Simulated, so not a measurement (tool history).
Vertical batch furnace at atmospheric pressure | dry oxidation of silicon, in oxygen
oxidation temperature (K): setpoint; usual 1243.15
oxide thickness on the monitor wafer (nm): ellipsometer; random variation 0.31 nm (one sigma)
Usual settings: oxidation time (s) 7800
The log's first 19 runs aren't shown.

run,hour,oxidation temperature (K),oxidation time (s),"read-back reference wafer on the same gauge, thickness",oxide thickness on the monitor wafer (nm)
20,1025.5,1218.15,10200,68.98,75.39
21,1070.0,1218.15,5160,69.03,48.52
22,1140.7,1243.15,7800,68.96,77.08
23,1173.7,1233.15,7800,69.03,72.43
24,1211.9,1243.15,7800,69.10,76.73
25,1262.8,1243.15,4860,69.00,56.40
26,1304.1,1243.15,7800,69.06,78.05
27,1363.6,1243.15,7800,69.15,77.94

Forecast run 28:
28,1431.7,1243.15,7800,?,?

read-back reference wafer on the same gauge, thickness: 69.16
oxide thickness on the monitor wafer (nm): 77.17
Without the tool's hidden state the same run would have given oxide thickness on the monitor wafer (nm) 76.33.
